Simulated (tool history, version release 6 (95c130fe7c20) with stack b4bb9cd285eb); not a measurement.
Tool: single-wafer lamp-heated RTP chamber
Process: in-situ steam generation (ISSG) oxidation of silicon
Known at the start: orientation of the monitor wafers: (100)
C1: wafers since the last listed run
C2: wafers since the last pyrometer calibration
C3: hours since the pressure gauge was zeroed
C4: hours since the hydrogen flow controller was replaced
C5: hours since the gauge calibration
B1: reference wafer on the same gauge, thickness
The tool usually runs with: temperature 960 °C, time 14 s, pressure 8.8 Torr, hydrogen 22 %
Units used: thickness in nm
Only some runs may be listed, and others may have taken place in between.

Run 1, hour 0.0: usual settings; C1 0; C2 611; C3 2758.7; C4 3386.5; C5 367.5; B1 3.720. Result: thickness 4.186 nm.
Run 2, hour 22.2: usual settings; C1 385; C2 997; C3 2780.9; C4 3408.7; C5 389.7; B1 3.722. Result: thickness 4.177 nm.
At hour 24.2: gauge calibrated.
Run 3, hour 57.5: usual settings; C1 612; C2 1609; C3 2816.2; C4 3444.0; C5 33.3; B1 3.719. Result: thickness 4.184 nm.
Run 4, hour 80.8: usual settings; C1 404; C2 2013; C3 2839.5; C4 3467.3; C5 56.6; B1 3.719. Result: thickness 4.190 nm.
Run 5, hour 143.4: usual settings; C1 1086; C2 3100; C3 2902.1; C4 3529.9; C5 119.2; B1 3.721. Result: thickness 4.187 nm.
Run 6, hour 161.8: usual settings; C1 319; C2 3419; C3 2920.5; C4 3548.3; C5 137.6; B1 3.720. Result: thickness 4.190 nm.
Run 7, hour 186.4: usual settings; C1 426; C2 3846; C3 2945.1; C4 3572.9; C5 162.2; B1 3.720. Result: thickness 4.185 nm.
Run 8, hour 202.2: usual settings; C1 274; C2 4120; C3 2960.9; C4 3588.7; C5 178.0; B1 3.722. Result: thickness 4.202 nm.
Run 9, hour 214.2: usual settings but time 18 s; C1 208; C2 4328; C3 2972.9; C4 3600.7; C5 190.0; B1 3.723. Result: thickness 4.651 nm.
Run 10, hour 246.7: usual settings but time 18 s; C1 563; C2 4892; C3 3005.4; C4 3633.2; C5 222.5; B1 3.719. Result: thickness 4.642 nm.
At hour 285.4: pyrometer window cleaned and pyrometer calibrated.
Run 11, hour 285.9: usual settings; C1 541; C2 7; C3 3044.6; C4 3672.4; C5 261.7; B1 3.719. Result: thickness 4.174 nm.
Run 12, hour 311.0: usual settings but pressure 7.7 Torr; C1 435; C2 443; C3 3069.7; C4 3697.5; C5 286.8; B1 3.719. Result: thickness 4.214 nm.
Run 13, hour 344.9: usual settings; C1 588; C2 1031; C3 3103.6; C4 3731.4; C5 320.7; B1 3.721. Result: thickness 4.190 nm.
Run 14, hour 359.5: usual settings but hydrogen 13 %; C1 253; C2 1284; C3 3118.2; C4 3746.0; C5 335.3; B1 3.720. Result: thickness 3.706 nm.
At hour 379.8: gauge calibrated.
At hour 393.3: hydrogen flow controller replaced.
Run 15, hour 451.5: usual settings but hydrogen 14 %; C1 1457; C2 2742; C3 3210.2; C4 58.2; C5 71.7; B1 3.720. Result: thickness 3.765 nm.
Run 16, hour 466.4: usual settings; C1 258; C2 3000; C3 3225.1; C4 73.1; C5 86.6; B1 3.720. Result: thickness 4.177 nm.
At hour 491.6: pressure gauge zeroed.
Run 17, hour 536.6: usual settings but temperature 967 °C, time 11 s; C1 1079; C2 4080; C3 45.0; C4 143.3; C5 156.8; B1 3.721. Result: thickness 3.902 nm.
Run 18, hour 566.2: usual settings; C1 513; C2 4593; C3 74.6; C4 172.9; C5 186.4; B1 3.719. Result: thickness 4.196 nm.
Run 19, hour 589.4: usual settings but time 19 s, pressure 9.4 Torr, hydrogen 31 %; C1 402; C2 4996; C3 97.8; C4 196.1; C5 209.6; B1 3.719. Result: thickness 5.100 nm.
Run 20, hour 611.8: usual settings but temperature 951 °C; C1 388; C2 5384; C3 120.2; C4 218.5; C5 232.0; B1 3.719. Result: thickness 4.119 nm.
Run 21, hour 644.5: usual settings but time 18 s, pressure 7.5 Torr, hydrogen 19 %; C1 567; C2 5952; C3 152.9; C4 251.2; C5 264.7; B1 3.720. Result: thickness 4.543 nm.
Run 22, hour 657.0: usual settings but temperature 951 °C, pressure 9.8 Torr, hydrogen 16 %; C1 216; C2 6169; C3 165.4; C4 263.7; C5 277.2; B1 3.722. Result: thickness 3.792 nm.

What if the next run were any one of these 5? Each begins from the tool's condition after run 22:
Run A, hour 657.4: usual settings; C1 6; C2 6176; C3 165.8; C4 264.1; C5 277.6; B1 ?. Result: thickness ?.
Run B, hour 657.4: usual settings but time 12 s, pressure 9.4 Torr; C1 6; C2 6176; C3 165.8; C4 264.1; C5 277.6; B1 ?. Result: thickness ?.
Run C, hour 657.4: usual settings but time 17 s; C1 6; C2 6176; C3 165.8; C4 264.1; C5 277.6; B1 ?. Result: thickness ?.
Run D, hour 657.4: usual settings but pressure 9.9 Torr; C1 6; C2 6176; C3 165.8; C4 264.1; C5 277.6; B1 ?. Result: thickness ?.
Run E, hour 657.4: usual settings but pressure 10.2 Torr; C1 6; C2 6176; C3 165.8; C4 264.1; C5 277.6; B1 ?. Result: thickness ?.

run     B1  thickness
  A  3.721      4.233
  B  3.721      3.953
  C  3.721      4.576
  D  3.721      4.160
  E  3.721      4.134
Without the tool's unlogged condition, the same runs would have read:
run  thickness
  A      4.171
  B      3.898
  C      4.504
  D      4.099
  E      4.074
